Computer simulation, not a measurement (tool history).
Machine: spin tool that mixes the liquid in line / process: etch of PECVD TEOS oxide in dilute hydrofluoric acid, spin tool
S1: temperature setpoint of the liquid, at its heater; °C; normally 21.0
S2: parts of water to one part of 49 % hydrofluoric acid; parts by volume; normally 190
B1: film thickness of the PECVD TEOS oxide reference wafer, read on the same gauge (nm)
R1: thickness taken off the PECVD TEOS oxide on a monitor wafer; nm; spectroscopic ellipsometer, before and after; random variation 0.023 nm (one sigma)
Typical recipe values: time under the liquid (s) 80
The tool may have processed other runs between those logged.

Run 1, day 0.000: usual settings but S1 19.5 °C, time under the liquid (s) 65; B1 130.01. Result: R1 4.42 nm.
Run 2, day 0.479: usual settings but S1 19.5 °C, time under the liquid (s) 65; B1 130.01. Result: R1 4.41 nm.
Run 3, day 0.767: usual settings but S1 19.5 °C, time under the liquid (s) 65; B1 129.95. Result: R1 4.44 nm.
Run 4, day 1.183: usual settings; B1 130.02. Result: R1 5.77 nm.
Run 5, day 1.438: usual settings; B1 130.02. Result: R1 5.72 nm.
Run 6, day 1.917: usual settings; B1 130.00. Result: R1 5.77 nm.
Run 7, day 2.442: usual settings but S1 17.5 °C; B1 129.98. Result: R1 4.97 nm.
Run 8, day 2.862: usual settings; B1 129.98. Result: R1 5.73 nm.
Run 9, day 4.546: usual settings; B1 130.01. Result: R1 5.77 nm.
Run 10, day 6.375: usual settings; B1 129.99. Result: R1 5.76 nm.
Run 11, day 6.717: usual settings; B1 130.01. Result: R1 5.79 nm.
At day 7.067: hydrofluoric acid flow meter replaced.
Run 12, day 7.192: usual settings; B1 130.01. Result: R1 6.08 nm.
Run 13, day 7.933: usual settings but S1 22.0 °C; B1 130.01. Result: R1 6.35 nm.
Run 14, day 8.438: usual settings but S1 22.0 °C; B1 130.01. Result: R1 6.33 nm.
Run 15, day 8.812: usual settings but S1 24.5 °C, S2 255 parts by volume, time under the liquid (s) 65; B1 130.00. Result: R1 3.96 nm.
At day 9.233: gauge calibrated.
At day 9.350: thermometer replaced.
Run 16, day 9.371: usual settings but S1 24.5 °C; B1 130.00. Result: R1 7.02 nm.
Run 17, day 9.850: usual settings; B1 129.99. Result: R1 6.13 nm.
Run 18, day 10.400: usual settings; B1 130.03. Result: R1 6.16 nm.

Run 19 comes next. What will it give?
At day 10.512: hydrofluoric acid flow meter replaced, repeated, since the last time left the tool worse.
Run 19, day 10.950: usual settings; B1 ?. Result: R1 ?.

Run 19 came out at B1 130.00, R1 5.14 nm.
With no hidden state in the tool, this same run would have given R1 5.13 nm.
